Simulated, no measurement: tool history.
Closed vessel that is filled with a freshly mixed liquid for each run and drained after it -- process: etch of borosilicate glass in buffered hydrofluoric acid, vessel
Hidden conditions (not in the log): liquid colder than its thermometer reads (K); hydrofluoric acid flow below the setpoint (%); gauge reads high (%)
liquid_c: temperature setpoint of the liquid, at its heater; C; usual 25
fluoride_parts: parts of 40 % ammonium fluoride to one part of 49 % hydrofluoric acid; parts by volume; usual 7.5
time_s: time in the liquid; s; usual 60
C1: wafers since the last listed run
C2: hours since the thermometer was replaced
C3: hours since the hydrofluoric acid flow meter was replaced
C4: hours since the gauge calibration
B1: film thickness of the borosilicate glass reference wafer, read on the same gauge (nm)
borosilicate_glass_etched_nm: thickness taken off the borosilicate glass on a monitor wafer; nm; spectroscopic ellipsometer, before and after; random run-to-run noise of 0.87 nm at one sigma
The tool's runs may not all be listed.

Run 1, hour 0: usual settings but time_s 80 s; C1 0; C2 2091.1; C3 1179.4; C4 331.8; B1 100.02. Result: borosilicate_glass_etched_nm 126.51 nm.
Run 2, hour 17.4: usual settings but time_s 80 s; C1 1292; C2 2108.5; C3 1196.8; C4 349.2; B1 100. Result: borosilicate_glass_etched_nm 124.36 nm.
At hour 24.8: gauge calibrated.
Run 3, hour 42.8: usual settings but time_s 80 s; C1 1887; C2 2133.9; C3 1222.2; C4 18; B1 100.02. Result: borosilicate_glass_etched_nm 124.08 nm.
Run 4, hour 55.7: usual settings; C1 958; C2 2146.8; C3 1235.1; C4 30.9; B1 100.02. Result: borosilicate_glass_etched_nm 93.68 nm.
Run 5, hour 90.6: usual settings; C1 2593; C2 2181.7; C3 1270; C4 65.8; B1 100.03. Result: borosilicate_glass_etched_nm 93.2 nm.
Run 6, hour 121.6: usual settings; C1 2303; C2 2212.7; C3 1301; C4 96.8; B1 99.98. Result: borosilicate_glass_etched_nm 92.31 nm.
Run 7, hour 153.5: usual settings but liquid_c 23.5 C; C1 2370; C2 2244.6; C3 1332.9; C4 128.7; B1 100.03. Result: borosilicate_glass_etched_nm 85.12 nm.
Run 8, hour 175.8: usual settings but liquid_c 23.5 C; C1 1657; C2 2266.9; C3 1355.2; C4 151; B1 99.97. Result: borosilicate_glass_etched_nm 84.84 nm.
Run 9, hour 211.3: usual settings but time_s 35 s; C1 2637; C2 2302.4; C3 1390.7; C4 186.5; B1 100.01. Result: borosilicate_glass_etched_nm 52.81 nm.
Run 10, hour 225.4: usual settings; C1 1047; C2 2316.5; C3 1404.8; C4 200.6; B1 99.98. Result: borosilicate_glass_etched_nm 92.29 nm.
Run 11, hour 247.1: usual settings; C1 1612; C2 2338.2; C3 1426.5; C4 222.3; B1 100.02. Result: borosilicate_glass_etched_nm 92.45 nm.
Run 12, hour 269.1: usual settings; C1 1634; C2 2360.2; C3 1448.5; C4 244.3; B1 100.02. Result: borosilicate_glass_etched_nm 92.62 nm.
Run 13, hour 285.7: usual settings; C1 1233; C2 2376.8; C3 1465.1; C4 260.9; B1 100. Result: borosilicate_glass_etched_nm 92.47 nm.
Run 14, hour 299.6: usual settings but time_s 85 s; C1 1032; C2 2390.7; C3 1479; C4 274.8; B1 99.98. Result: borosilicate_glass_etched_nm 128.55 nm.
At hour 310.9: gauge calibrated.
At hour 311.3: hydrofluoric acid flow meter replaced.
Run 15, hour 319.2: usual settings but liquid_c 23.5 C, fluoride_parts 9.5 parts by volume, time_s 75 s; C1 1382; C2 2410.3; C3 7.9; C4 8.3; B1 100.01. Result: borosilicate_glass_etched_nm 97.94 nm.
Run 16, hour 334.4: usual settings; C1 1129; C2 2425.5; C3 23.1; C4 23.5; B1 100. Result: borosilicate_glass_etched_nm 106.27 nm.
Run 17, hour 406.7: usual settings but liquid_c 27 C, fluoride_parts 6.5 parts by volume, time_s 35 s; C1 5372; C2 2497.8; C3 95.4; C4 95.8; B1 99.99. Result: borosilicate_glass_etched_nm 77.96 nm.
At hour 414.9: thermometer replaced.
Run 18, hour 435: usual settings but time_s 80 s; C1 2028; C2 20.1; C3 123.7; C4 124.1; B1 100.02. Result: borosilicate_glass_etched_nm 141.2 nm.
Run 19, hour 458.7: usual settings but time_s 40 s; C1 1761; C2 43.8; C3 147.4; C4 147.8; B1 100. Result: borosilicate_glass_etched_nm 69.1 nm.
Run 20, hour 562.6: usual settings but liquid_c 29 C, fluoride_parts 5.5 parts by volume; C1 7720; C2 147.7; C3 251.3; C4 251.7; B1 100.02. Result: borosilicate_glass_etched_nm 173.3 nm.
Run 21, hour 581: usual settings but liquid_c 20.5 C, fluoride_parts 5.5 parts by volume, time_s 80 s; C1 1367; C2 166.1; C3 269.7; C4 270.1; B1 100.03. Result: borosilicate_glass_etched_nm 146.78 nm.
Run 22, hour 613.6: usual settings; C1 2422; C2 198.7; C3 302.3; C4 302.7; B1 99.99. Result: borosilicate_glass_etched_nm 102.36 nm.
At hour 617.2: gauge calibrated.
Run 23, hour 635: usual settings but liquid_c 22.5 C, fluoride_parts 5 parts by volume; C1 1590; C2 220.1; C3 323.7; C4 17.8; B1 100. Result: borosilicate_glass_etched_nm 132.37 nm.
Run 24, hour 650.2: usual settings; C1 1129; C2 235.3; C3 338.9; C4 33; B1 99.99. Result: borosilicate_glass_etched_nm 103.72 nm.

Below, some changes in borosilicate_glass_etched_nm between adjacent runs. For each, the amount present without the hidden state too (settings, incoming material, random variation) and the amount remaining for the hidden state with gauge scatter not shared by both compared results:
Run 9 -> 10: time_s 35 -> 60. borosilicate_glass_etched_nm +39.48 nm: hidden state -6.18, all else +45.66.
Run 14 -> 15: liquid_c 25 -> 23.5, fluoride_parts 7.5 -> 9.5, time_s 85 -> 75, gauge calibrated, hydrofluoric acid flow meter replaced. borosilicate_glass_etched_nm -30.61 nm: hidden state +20.86, all else -51.47.
Run 18 -> 19: time_s 80 -> 40. borosilicate_glass_etched_nm -72.1 nm: hidden state +0.76, all else -72.86.
Run 19 -> 20: liquid_c 25 -> 29, fluoride_parts 7.5 -> 5.5, time_s 40 -> 60. borosilicate_glass_etched_nm +104.2 nm: hidden state -2.35, all else +106.55.
